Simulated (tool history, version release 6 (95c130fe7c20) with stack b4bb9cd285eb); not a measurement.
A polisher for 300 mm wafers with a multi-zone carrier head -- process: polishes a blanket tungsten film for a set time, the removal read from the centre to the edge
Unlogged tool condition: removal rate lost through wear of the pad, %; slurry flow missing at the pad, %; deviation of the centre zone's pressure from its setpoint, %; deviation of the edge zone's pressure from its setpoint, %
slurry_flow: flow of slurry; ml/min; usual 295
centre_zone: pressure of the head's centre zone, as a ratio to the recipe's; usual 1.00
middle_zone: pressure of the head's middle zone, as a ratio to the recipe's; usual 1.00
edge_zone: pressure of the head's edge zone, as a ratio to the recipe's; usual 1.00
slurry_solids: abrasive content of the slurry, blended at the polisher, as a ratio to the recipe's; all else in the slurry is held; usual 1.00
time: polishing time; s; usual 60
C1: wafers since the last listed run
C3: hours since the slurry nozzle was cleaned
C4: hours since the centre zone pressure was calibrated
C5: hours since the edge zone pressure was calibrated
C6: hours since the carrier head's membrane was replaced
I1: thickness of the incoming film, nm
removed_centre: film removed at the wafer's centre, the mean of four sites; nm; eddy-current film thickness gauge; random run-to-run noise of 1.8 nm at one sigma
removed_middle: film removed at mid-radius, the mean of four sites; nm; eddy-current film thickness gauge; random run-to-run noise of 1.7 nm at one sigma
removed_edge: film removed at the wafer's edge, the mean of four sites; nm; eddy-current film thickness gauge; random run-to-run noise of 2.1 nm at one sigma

run 1 day=0.000 | slurry_flow=295 centre_zone=0.96 middle_zone=1.00 edge_zone=1.00 slurry_solids=1.00 time=60 | C1=0 wafers_polished_on_this_pad=2187 C3=426.2 C4=6.0 C5=563.1 C6=961.7 | I1=698.9 | removed_centre=240.4 removed_middle=246.6 removed_edge=241.5
-- day=1.608 carrier head's membrane replaced by a new one
run 2 day=2.704 | slurry_flow=295 centre_zone=0.96 middle_zone=1.00 edge_zone=1.00 slurry_solids=1.00 time=60 | C1=425 wafers_polished_on_this_pad=2613 C3=491.1 C4=70.9 C5=628.0 C6=26.3 | I1=694.5 | removed_centre=234.3 removed_middle=241.2 removed_edge=236.2
-- day=2.938 worn pad replaced by a new one
run 3 day=4.042 | slurry_flow=240 centre_zone=1.00 middle_zone=1.07 edge_zone=1.00 slurry_solids=1.00 time=60 | C1=199 wafers_polished_on_this_pad=188 C3=523.2 C4=103.0 C5=660.1 C6=58.4 | I1=689.8 | removed_centre=266.5 removed_middle=283.6 removed_edge=263.6
run 4 day=5.638 | slurry_flow=295 centre_zone=1.00 middle_zone=1.00 edge_zone=1.00 slurry_solids=1.10 time=60 | C1=272 wafers_polished_on_this_pad=460 C3=561.5 C4=141.3 C5=698.4 C6=96.7 | I1=699.0 | removed_centre=273.0 removed_middle=273.1 removed_edge=270.4
-- day=6.125 edge zone pressure recalibrated
run 5 day=7.208 | slurry_flow=295 centre_zone=1.00 middle_zone=1.00 edge_zone=1.00 slurry_solids=1.00 time=60 | C1=253 wafers_polished_on_this_pad=714 C3=599.2 C4=179.0 C5=26.0 C6=134.4 | I1=693.6 | removed_centre=267.7 removed_middle=264.5 removed_edge=263.7
run 6 day=8.854 | slurry_flow=345 centre_zone=1.00 middle_zone=1.00 edge_zone=1.00 slurry_solids=1.00 time=79 | C1=280 wafers_polished_on_this_pad=994 C3=638.7 C4=218.5 C5=65.5 C6=173.9 | I1=697.2 | removed_centre=346.9 removed_middle=347.6 removed_edge=343.1
run 7 day=10.592 | slurry_flow=295 centre_zone=1.00 middle_zone=0.93 edge_zone=1.00 slurry_solids=1.00 time=60 | C1=296 wafers_polished_on_this_pad=1290 C3=680.4 C4=260.2 C5=107.2 C6=215.6 | I1=709.2 | removed_centre=258.6 removed_middle=248.3 removed_edge=258.6
-- day=11.750 slurry nozzle cleaned
run 8 day=12.221 | slurry_flow=295 centre_zone=1.06 middle_zone=1.00 edge_zone=0.95 slurry_solids=1.00 time=60 | C1=270 wafers_polished_on_this_pad=1561 C3=11.3 C4=299.3 C5=146.3 C6=254.7 | I1=698.5 | removed_centre=276.0 removed_middle=256.9 removed_edge=245.4
run 9 day=13.325 | slurry_flow=295 centre_zone=1.00 middle_zone=1.00 edge_zone=1.00 slurry_solids=1.00 time=60 | C1=188 wafers_polished_on_this_pad=1749 C3=37.8 C4=325.8 C5=172.8 C6=281.2 | I1=707.1 | removed_centre=256.3 removed_middle=256.0 removed_edge=249.2
run 10 day=15.333 | slurry_flow=240 centre_zone=1.05 middle_zone=1.00 edge_zone=0.88 slurry_solids=1.00 time=60 | C1=342 wafers_polished_on_this_pad=2092 C3=86.0 C4=374.0 C5=221.0 C6=329.4 | I1=715.7 | removed_centre=263.8 removed_middle=245.5 removed_edge=229.8
-- day=16.567 worn pad replaced by a new one
run 11 day=17.367 | slurry_flow=295 centre_zone=1.00 middle_zone=1.00 edge_zone=1.00 slurry_solids=1.00 time=60 | C1=318 wafers_polished_on_this_pad=136 C3=134.8 C4=422.8 C5=269.8 C6=378.2 | I1=706.7 | removed_centre=264.1 removed_middle=265.1 removed_edge=259.7
run 12 day=20.512 | slurry_flow=295 centre_zone=1.00 middle_zone=0.91 edge_zone=1.00 slurry_solids=1.00 time=60 | C1=536 wafers_polished_on_this_pad=672 C3=210.3 C4=498.3 C5=345.3 C6=453.7 | I1=694.0 | removed_centre=259.3 removed_middle=242.8 removed_edge=255.0
run 13 day=23.329 | slurry_flow=295 centre_zone=1.00 middle_zone=1.00 edge_zone=1.00 slurry_solids=1.00 time=60 | C1=480 wafers_polished_on_this_pad=1152 C3=277.9 C4=565.9 C5=412.9 C6=521.3 | I1=694.9 | removed_centre=253.3 removed_middle=254.7 removed_edge=249.1
run 14 day=25.321 | slurry_flow=345 centre_zone=1.04 middle_zone=1.00 edge_zone=1.00 slurry_solids=1.00 time=60 | C1=339 wafers_polished_on_this_pad=1492 C3=325.7 C4=613.7 C5=460.7 C6=569.1 | I1=700.7 | removed_centre=266.4 removed_middle=254.1 removed_edge=249.1
run 15 day=28.133 | slurry_flow=340 centre_zone=1.00 middle_zone=1.00 edge_zone=0.93 slurry_solids=0.75 time=73 | C1=479 wafers_polished_on_this_pad=1972 C3=393.2 C4=681.2 C5=528.2 C6=636.6 | I1=693.2 | removed_centre=284.7 removed_middle=280.0 removed_edge=266.4
-- day=28.604 worn pad replaced by a new one
run 16 day=30.679 | slurry_flow=295 centre_zone=1.00 middle_zone=1.00 edge_zone=1.00 slurry_solids=1.00 time=60 | C1=405 wafers_polished_on_this_pad=354 C3=454.3 C4=742.3 C5=589.3 C6=697.7 | I1=695.4 | removed_centre=268.2 removed_middle=270.3 removed_edge=265.4
run 17 day=33.442 | slurry_flow=295 centre_zone=1.08 middle_zone=1.00 edge_zone=1.11 slurry_solids=0.90 time=60 | C1=471 wafers_polished_on_this_pad=825 C3=520.6 C4=808.6 C5=655.6 C6=764.0 | I1=705.2 | removed_centre=279.3 removed_middle=256.2 removed_edge=267.6
-- day=33.612 centre zone pressure recalibrated
run 18 day=34.929 | slurry_flow=265 centre_zone=1.00 middle_zone=1.00 edge_zone=1.00 slurry_solids=1.00 time=72 | C1=239 wafers_polished_on_this_pad=1064 C3=556.3 C4=31.6 C5=691.3 C6=799.7 | I1=712.5 | removed_centre=308.6 removed_middle=309.1 removed_edge=310.3
-- day=35.625 edge zone pressure recalibrated
run 19 day=37.542 | slurry_flow=230 centre_zone=1.00 middle_zone=0.96 edge_zone=1.00 slurry_solids=1.00 time=60 | C1=431 wafers_polished_on_this_pad=1495 C3=619.0 C4=94.3 C5=46.0 C6=862.4 | I1=701.1 | removed_centre=254.0 removed_middle=245.1 removed_edge=247.8
-- day=38.212 slurry nozzle cleaned
run 20 day=39.392 | slurry_flow=240 centre_zone=1.06 middle_zone=0.89 edge_zone=1.00 slurry_solids=1.00 time=60 | C1=308 wafers_polished_on_this_pad=1804 C3=28.3 C4=138.7 C5=90.4 C6=906.8 | I1=702.8 | removed_centre=266.8 removed_middle=227.6 removed_edge=251.4
-- day=42.408 carrier head's membrane replaced by a new one
-- day=44.071 worn pad replaced by a new one
run 21 day=45.433 | slurry_flow=295 centre_zone=1.00 middle_zone=1.00 edge_zone=1.07 slurry_solids=0.90 time=60 | C1=966 wafers_polished_on_this_pad=232 C3=173.3 C4=283.7 C5=235.4 C6=72.6 | I1=694.0 | removed_centre=264.7 removed_middle=262.8 removed_edge=266.3

What if the next run were any one of these 4? Each begins from the tool's condition after run 21:
run A day=45.450 | slurry_flow=295 centre_zone=1.00 middle_zone=1.00 edge_zone=1.00 slurry_solids=1.00 time=60 | C1=2 wafers_polished_on_this_pad=235 C3=173.7 C4=284.1 C5=235.8 C6=73.0 | I1=701.0 | removed_centre=? removed_middle=? removed_edge=?
run B day=45.450 | slurry_flow=215 centre_zone=1.00 middle_zone=1.00 edge_zone=0.88 slurry_solids=1.15 time=60 | C1=2 wafers_polished_on_this_pad=235 C3=173.7 C4=284.1 C5=235.8 C6=73.0 | I1=701.0 | removed_centre=? removed_middle=? removed_edge=?
run C day=45.450 | slurry_flow=340 centre_zone=0.90 middle_zone=0.91 edge_zone=1.00 slurry_solids=1.00 time=60 | C1=2 wafers_polished_on_this_pad=235 C3=173.7 C4=284.1 C5=235.8 C6=73.0 | I1=701.0 | removed_centre=? removed_middle=? removed_edge=?
run D day=45.450 | slurry_flow=295 centre_zone=1.00 middle_zone=1.00 edge_zone=0.97 slurry_solids=1.00 time=71 | C1=2 wafers_polished_on_this_pad=235 C3=173.7 C4=284.1 C5=235.8 C6=73.0 | I1=701.0 | removed_centre=? removed_middle=? removed_edge=?

run=A removed_centre=269.3 removed_middle=269.9 removed_edge=262.7
run=B removed_centre=272.2 removed_middle=273.5 removed_edge=251.9
run=C removed_centre=244.2 removed_middle=253.5 removed_edge=264.7
run=D removed_centre=318.6 removed_middle=319.4 removed_edge=306.4
What these runs would have given with no unlogged condition in the tool:
run=A removed_centre=272.2 removed_middle=272.9 removed_edge=265.6
run=B removed_centre=275.2 removed_middle=276.5 removed_edge=254.6
run=C removed_centre=246.9 removed_middle=256.3 removed_edge=267.6
run=D removed_centre=322.1 removed_middle=322.9 removed_edge=309.7

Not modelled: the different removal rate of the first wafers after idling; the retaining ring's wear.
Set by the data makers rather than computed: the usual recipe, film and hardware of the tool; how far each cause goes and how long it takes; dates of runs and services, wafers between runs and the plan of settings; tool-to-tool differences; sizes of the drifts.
